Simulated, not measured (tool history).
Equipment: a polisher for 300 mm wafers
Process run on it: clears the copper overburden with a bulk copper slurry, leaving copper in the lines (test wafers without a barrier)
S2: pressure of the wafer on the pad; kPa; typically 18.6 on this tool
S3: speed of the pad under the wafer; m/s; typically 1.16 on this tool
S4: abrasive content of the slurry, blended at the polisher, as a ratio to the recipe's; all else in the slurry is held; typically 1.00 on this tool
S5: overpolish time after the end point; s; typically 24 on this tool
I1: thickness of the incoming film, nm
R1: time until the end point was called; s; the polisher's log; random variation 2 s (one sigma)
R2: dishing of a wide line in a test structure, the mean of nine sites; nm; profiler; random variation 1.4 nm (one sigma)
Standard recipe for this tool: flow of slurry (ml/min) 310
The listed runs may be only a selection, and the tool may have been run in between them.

run 1 hour=0.0 | flow_of_slurry_(ml/min)=310 S2=18.6 S3=1.16 S4=1.00 S5=24 | I1=976.1 | R1=115.5 R2=95.9
run 2 hour=6.5 | flow_of_slurry_(ml/min)=310 S2=18.6 S3=1.16 S4=1.00 S5=24 | I1=952.6 | R1=111.2 R2=93.9
-- hour=19.7 worn pad replaced by a new one
run 3 hour=23.9 | flow_of_slurry_(ml/min)=310 S2=18.6 S3=1.16 S4=1.00 S5=24 | I1=964.9 | R1=101.6 R2=97.9
run 4 hour=31.3 | flow_of_slurry_(ml/min)=285 S2=18.6 S3=1.16 S4=1.00 S5=24 | I1=957.5 | R1=102.1 R2=99.3
run 5 hour=44.3 | flow_of_slurry_(ml/min)=310 S2=18.6 S3=1.16 S4=1.00 S5=24 | I1=962.6 | R1=104.6 R2=96.5
run 6 hour=57.4 | flow_of_slurry_(ml/min)=310 S2=18.6 S3=1.16 S4=1.00 S5=24 | I1=946.2 | R1=102.0 R2=99.5
run 7 hour=71.8 | flow_of_slurry_(ml/min)=310 S2=18.6 S3=1.16 S4=1.00 S5=24 | I1=973.2 | R1=109.7 R2=95.5
run 8 hour=81.6 | flow_of_slurry_(ml/min)=310 S2=18.6 S3=1.08 S4=1.00 S5=20 | I1=965.9 | R1=117.7 R2=84.6
run 9 hour=93.6 | flow_of_slurry_(ml/min)=310 S2=18.6 S3=1.16 S4=1.00 S5=24 | I1=955.8 | R1=111.1 R2=95.2
run 10 hour=102.7 | flow_of_slurry_(ml/min)=310 S2=18.6 S3=1.28 S4=1.15 S5=24 | I1=965.9 | R1=100.7 R2=99.9
run 11 hour=109.2 | flow_of_slurry_(ml/min)=385 S2=18.6 S3=1.16 S4=1.15 S5=24 | I1=971.3 | R1=109.2 R2=96.7
-- hour=124.1 worn pad replaced by a new one
run 12 hour=124.6 | flow_of_slurry_(ml/min)=420 S2=22.8 S3=1.02 S4=1.00 S5=17 | I1=961.6 | R1=88.7 R2=90.5
run 13 hour=133.9 | flow_of_slurry_(ml/min)=310 S2=15.2 S3=1.16 S4=1.00 S5=24 | I1=961.5 | R1=124.7 R2=85.5
-- hour=138.5 slurry nozzle cleaned
run 14 hour=142.8 | flow_of_slurry_(ml/min)=310 S2=20.7 S3=1.16 S4=1.00 S5=36 | I1=981.5 | R1=96.0 R2=118.2
-- hour=155.8 slurry blender recalibrated
run 15 hour=161.4 | flow_of_slurry_(ml/min)=310 S2=20.7 S3=1.16 S4=0.75 S5=24 | I1=954.6 | R1=96.7 R2=102.9
run 16 hour=170.3 | flow_of_slurry_(ml/min)=310 S2=13.1 S3=1.54 S4=0.75 S5=30 | I1=982.4 | R1=124.5 R2=90.7
run 17 hour=201.1 | flow_of_slurry_(ml/min)=310 S2=18.6 S3=1.36 S4=1.00 S5=24 | I1=956.1 | R1=94.0 R2=101.5
run 18 hour=211.3 | flow_of_slurry_(ml/min)=420 S2=22.8 S3=0.96 S4=1.00 S5=18 | I1=970.8 | R1=112.5 R2=84.7
run 19 hour=222.5 | flow_of_slurry_(ml/min)=310 S2=18.6 S3=1.16 S4=1.00 S5=24 | I1=979.2 | R1=113.7 R2=95.7
-- hour=229.2 head pressure recalibrated
-- hour=234.0 worn pad replaced by a new one
run 20 hour=239.3 | flow_of_slurry_(ml/min)=310 S2=18.6 S3=1.34 S4=1.15 S5=24 | I1=957.1 | R1=84.9 R2=106.5
run 21 hour=256.2 | flow_of_slurry_(ml/min)=260 S2=18.6 S3=1.16 S4=1.30 S5=24 | I1=969.3 | R1=97.2 R2=103.3
run 22 hour=267.0 | flow_of_slurry_(ml/min)=310 S2=18.6 S3=1.16 S4=1.00 S5=24 | I1=973.9 | R1=101.9 R2=98.0
run 23 hour=279.5 | flow_of_slurry_(ml/min)=310 S2=18.6 S3=1.16 S4=1.00 S5=24 | I1=967.6 | R1=103.9 R2=97.7
run 24 hour=293.9 | flow_of_slurry_(ml/min)=260 S2=18.6 S3=1.38 S4=0.70 S5=33 | I1=949.7 | R1=96.8 R2=109.5
run 25 hour=306.4 | flow_of_slurry_(ml/min)=345 S2=18.6 S3=1.16 S4=1.00 S5=11 | I1=978.7 | R1=110.9 R2=61.4
run 26 hour=318.8 | flow_of_slurry_(ml/min)=240 S2=21.4 S3=1.16 S4=1.10 S5=10 | I1=967.3 | R1=99.6 R2=62.8
-- hour=337.0 worn pad replaced by a new one
run 27 hour=337.5 | flow_of_slurry_(ml/min)=310 S2=13.8 S3=1.16 S4=1.00 S5=24 | I1=961.9 | R1=137.0 R2=81.8

Each run again, without the hidden state but with its own random variation kept:
The tool's hidden condition here consists of: removal rate lost through wear of the pad, %; slurry flow missing at the pad, %; deviation of the head's pressure from its setpoint, %; abrasive missing from the slurry, %.
run=1 R1=102.4 R2=101.2
run=2 R1=96.9 R2=99.9
run=3 R1=99.9 R2=98.6
run=4 R1=100.3 R2=100.1
run=5 R1=102.1 R2=97.5
run=6 R1=98.5 R2=100.9
run=7 R1=104.3 R2=97.6
run=8 R1=110.3 R2=87.6
run=9 R1=101.8 R2=98.9
run=10 R1=90.5 R2=104.2
run=11 R1=96.7 R2=101.9
run=12 R1=88.3 R2=90.7
run=13 R1=123.9 R2=85.7
run=14 R1=95.1 R2=118.4
run=15 R1=94.6 R2=103.9
run=16 R1=120.6 R2=91.7
run=17 R1=86.6 R2=104.6
run=18 R1=101.4 R2=89.8
run=19 R1=99.6 R2=101.6
run=20 R1=84.8 R2=106.6
run=21 R1=96.5 R2=103.6
run=22 R1=100.3 R2=98.6
run=23 R1=101.1 R2=98.9
run=24 R1=92.4 R2=110.9
run=25 R1=103.6 R2=64.3
run=26 R1=90.6 R2=67.1
run=27 R1=135.4 R2=82.3

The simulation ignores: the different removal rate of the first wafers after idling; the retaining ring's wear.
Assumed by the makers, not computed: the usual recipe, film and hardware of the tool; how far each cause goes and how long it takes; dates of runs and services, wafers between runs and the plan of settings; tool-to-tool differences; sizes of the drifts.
